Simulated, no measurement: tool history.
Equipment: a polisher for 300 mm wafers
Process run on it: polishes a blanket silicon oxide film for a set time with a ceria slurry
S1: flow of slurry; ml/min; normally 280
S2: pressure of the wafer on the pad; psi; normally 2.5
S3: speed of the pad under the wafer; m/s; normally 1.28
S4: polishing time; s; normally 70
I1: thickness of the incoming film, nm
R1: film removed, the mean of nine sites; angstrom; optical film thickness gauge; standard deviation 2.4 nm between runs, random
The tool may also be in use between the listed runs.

{"run": 1, "hour": 0.0, "S1": 280, "S2": 2.5, "S3": 1.28, "S4": 79, "I1": 1313.9, "R1": 3460}
{"run": 2, "hour": 58.5, "S1": 280, "S2": 2.5, "S3": 1.28, "S4": 70, "I1": 1345.0, "R1": 3056}
{"hour": 67.3, "done": "head pressure recalibrated"}
{"run": 3, "hour": 99.5, "S1": 280, "S2": 2.5, "S3": 1.28, "S4": 70, "I1": 1326.1, "R1": 3270}
{"run": 4, "hour": 146.4, "S1": 280, "S2": 2.5, "S3": 1.28, "S4": 70, "I1": 1327.7, "R1": 3229}
{"run": 5, "hour": 213.3, "S1": 280, "S2": 2.5, "S3": 1.28, "S4": 70, "I1": 1328.2, "R1": 3258}
{"hour": 229.2, "done": "slurry nozzle cleaned"}
{"run": 6, "hour": 244.5, "S1": 280, "S2": 2.5, "S3": 1.28, "S4": 70, "I1": 1346.6, "R1": 3188}
{"hour": 257.6, "done": "worn pad replaced by a new one"}
{"run": 7, "hour": 268.6, "S1": 280, "S2": 2.5, "S3": 1.28, "S4": 70, "I1": 1321.5, "R1": 3159}
{"run": 8, "hour": 416.1, "S1": 280, "S2": 3.0, "S3": 1.28, "S4": 70, "I1": 1341.2, "R1": 3593}
{"run": 9, "hour": 476.1, "S1": 280, "S2": 2.1, "S3": 1.48, "S4": 70, "I1": 1325.8, "R1": 3303}
{"run": 10, "hour": 523.2, "S1": 280, "S2": 2.1, "S3": 1.48, "S4": 70, "I1": 1345.0, "R1": 3298}
{"run": 11, "hour": 564.0, "S1": 280, "S2": 2.5, "S3": 1.28, "S4": 70, "I1": 1309.0, "R1": 3112}
{"run": 12, "hour": 603.9, "S1": 280, "S2": 2.5, "S3": 1.28, "S4": 70, "I1": 1336.1, "R1": 3119}
{"run": 13, "hour": 650.7, "S1": 280, "S2": 2.5, "S3": 1.28, "S4": 70, "I1": 1325.6, "R1": 3131}
{"run": 14, "hour": 718.2, "S1": 355, "S2": 2.9, "S3": 1.28, "S4": 70, "I1": 1346.9, "R1": 3497}
{"hour": 732.9, "done": "worn pad replaced by a new one"}
{"run": 15, "hour": 750.6, "S1": 280, "S2": 2.2, "S3": 1.02, "S4": 53, "I1": 1326.4, "R1": 1750}
{"run": 16, "hour": 776.4, "S1": 280, "S2": 1.7, "S3": 1.14, "S4": 93, "I1": 1319.5, "R1": 3011}
{"run": 17, "hour": 838.5, "S1": 240, "S2": 2.5, "S3": 1.52, "S4": 70, "I1": 1342.8, "R1": 3617}
{"run": 18, "hour": 896.4, "S1": 280, "S2": 2.5, "S3": 1.28, "S4": 70, "I1": 1337.0, "R1": 3099}
{"run": 19, "hour": 952.9, "S1": 280, "S2": 2.5, "S3": 0.88, "S4": 80, "I1": 1323.2, "R1": 2472}
{"hour": 972.9, "done": "slurry nozzle cleaned"}
{"run": 20, "hour": 1016.1, "S1": 280, "S2": 2.5, "S3": 1.16, "S4": 70, "I1": 1323.6, "R1": 2844}
{"run": 21, "hour": 1061.4, "S1": 220, "S2": 3.2, "S3": 1.4, "S4": 93, "I1": 1337.8, "R1": 5163}
{"run": 22, "hour": 1123.3, "S1": 205, "S2": 2.5, "S3": 1.5, "S4": 70, "I1": 1343.5, "R1": 3522}
{"hour": 1161.8, "done": "worn pad replaced by a new one"}
{"run": 23, "hour": 1189.1, "S1": 310, "S2": 3.0, "S3": 1.14, "S4": 50, "I1": 1351.5, "R1": 2256}
{"hour": 1240.1, "done": "head pressure recalibrated"}
{"run": 24, "hour": 1258.5, "S1": 215, "S2": 1.8, "S3": 1.52, "S4": 79, "I1": 1349.8, "R1": 3478}
{"run": 25, "hour": 1321.6, "S1": 280, "S2": 2.5, "S3": 1.28, "S4": 48, "I1": 1333.1, "R1": 2213}
{"run": 26, "hour": 1362.4, "S1": 280, "S2": 2.5, "S3": 1.66, "S4": 54, "I1": 1319.4, "R1": 3196}
{"run": 27, "hour": 1433.2, "S1": 375, "S2": 3.3, "S3": 1.1, "S4": 89, "I1": 1325.2, "R1": 4209}
{"run": 28, "hour": 1469.6, "S1": 280, "S2": 2.5, "S3": 1.28, "S4": 70, "I1": 1352.3, "R1": 3148}
{"run": 29, "hour": 1494.0, "S1": 235, "S2": 2.5, "S3": 1.68, "S4": 55, "I1": 1321.1, "R1": 3197}
{"run": 30, "hour": 1536.3, "S1": 280, "S2": 2.5, "S3": 0.92, "S4": 76, "I1": 1338.8, "R1": 2467}
{"run": 31, "hour": 1574.6, "S1": 280, "S2": 2.5, "S3": 0.98, "S4": 70, "I1": 1313.6, "R1": 2403}
{"run": 32, "hour": 1604.3, "S1": 280, "S2": 2.5, "S3": 1.28, "S4": 70, "I1": 1311.4, "R1": 3122}
{"hour": 1634.3, "done": "worn pad replaced by a new one"}
{"run": 33, "hour": 1669.0, "S1": 280, "S2": 2.9, "S3": 1.28, "S4": 70, "I1": 1329.5, "R1": 3405}
{"run": 34, "hour": 1712.4, "S1": 280, "S2": 2.5, "S3": 0.94, "S4": 70, "I1": 1311.4, "R1": 2323}
{"run": 35, "hour": 1744.6, "S1": 280, "S2": 2.5, "S3": 1.28, "S4": 70, "I1": 1346.0, "R1": 3139}
{"run": 36, "hour": 1786.5, "S1": 370, "S2": 2.5, "S3": 1.28, "S4": 81, "I1": 1329.8, "R1": 3666}

Some steps in R1 between neighbouring runs. How much of each would the tool show without its hidden state too (settings, what came in, random variation), and how much is left for the hidden state, with any gauge scatter that isn't in both results?
Unlogged tool condition in this case: removal rate lost through wear of the pad, %; slurry flow missing at the pad, %; deviation of the head's pressure from its setpoint, %.
Run 2 -> 3: head pressure recalibrated. R1 +214 angstrom: hidden state +208, all else +6.
Run 14 -> 15: S1 355 -> 280, S2 2.9 -> 2.2, S3 1.28 -> 1.02, S4 70 -> 53, worn pad replaced by a new one. R1 -1747 angstrom: hidden state +58, all else -1805.
Run 20 -> 21: S1 280 -> 220, S2 2.5 -> 3.2, S3 1.16 -> 1.40, S4 70 -> 93. R1 +2319 angstrom: hidden state -101, all else +2420.
Run 21 -> 22: S1 220 -> 205, S2 3.2 -> 2.5, S3 1.40 -> 1.50, S4 93 -> 70. R1 -1641 angstrom: hidden state +67, all else -1708.
Run 23 -> 24: S1 310 -> 215, S2 3.0 -> 1.8, S3 1.14 -> 1.52, S4 50 -> 79, head pressure recalibrated. R1 +1222 angstrom: hidden state +81, all else +1141.
